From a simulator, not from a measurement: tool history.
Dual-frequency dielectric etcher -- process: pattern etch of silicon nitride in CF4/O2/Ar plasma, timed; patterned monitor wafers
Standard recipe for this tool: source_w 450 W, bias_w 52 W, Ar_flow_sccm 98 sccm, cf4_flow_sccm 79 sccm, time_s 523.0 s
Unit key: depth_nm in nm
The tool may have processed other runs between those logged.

run	hour	source_w	bias_w	Ar_flow_sccm	cf4_flow_sccm	time_s	read-back reference wafer on the same gauge, depth_nm	depth_nm
1	0.0	450	46	79	98	523.0	1071.0	955.9
# hour 42.1: source power generator calibrated
2	54.0	450	52	98	79	523.0	1072.0	966.3
3	116.2	450	52	74	79	523.0	1072.1	984.4
4	174.1	450	52	90	79	629.0	1073.1	1171.4
5	239.2	550	52	106	91	523.0	1072.5	1192.8
6	273.1	450	52	98	79	523.0	1071.4	977.5
7	320.0	450	52	98	79	426.0	1074.1	800.4
8	345.2	450	46	121	79	655.5	1076.1	1145.0
9	383.5	450	59	98	71	523.0	1070.2	1005.4
# hour 411.4: wet clean of the chamber
10	420.0	450	52	98	79	523.0	1072.7	960.4
# hour 436.0: bias power generator calibrated
11	473.9	450	52	98	79	523.0	1072.8	957.0
12	513.1	450	61	98	79	523.0	1072.3	1012.6
13	549.6	450	52	98	72	523.0	1073.5	941.8
14	583.0	450	52	98	79	426.0	1069.0	784.3
15	639.3	450	52	98	79	523.0	1074.3	969.8
16	695.8	380	52	113	79	523.0	1072.4	817.7
17	727.7	370	52	98	98	523.0	1072.5	828.6
18	794.8	450	52	119	94	414.5	1071.1	783.8
19	860.1	480	52	105	79	523.0	1073.2	1037.9
# hour 916.3: wet clean of the chamber
20	916.8	450	52	98	79	523.0	1075.3	954.8

Exercise: give the hidden state of the tool at every run:
source power that arrives over what is set, %: 0 at every run
bias power that arrives over what is set, %: 0 at every run
Ar flow that arrives over what is set, %: 0 at every run
CF4 flow that arrives over what is set, %: 0 at every run
gauge reads high (%): 0 at every run
H1: etch rate over this chamber's usual, %
run	H1
1	0.626
2	1.01
3	1.45
4	1.87
5	2.33
6	2.57
7	2.91
8	3.09
9	3.36
10	-0.0452
11	0.34
12	0.619
13	0.88
14	1.12
15	1.52
16	1.92
17	2.15
18	2.63
19	3.1
20	0.333
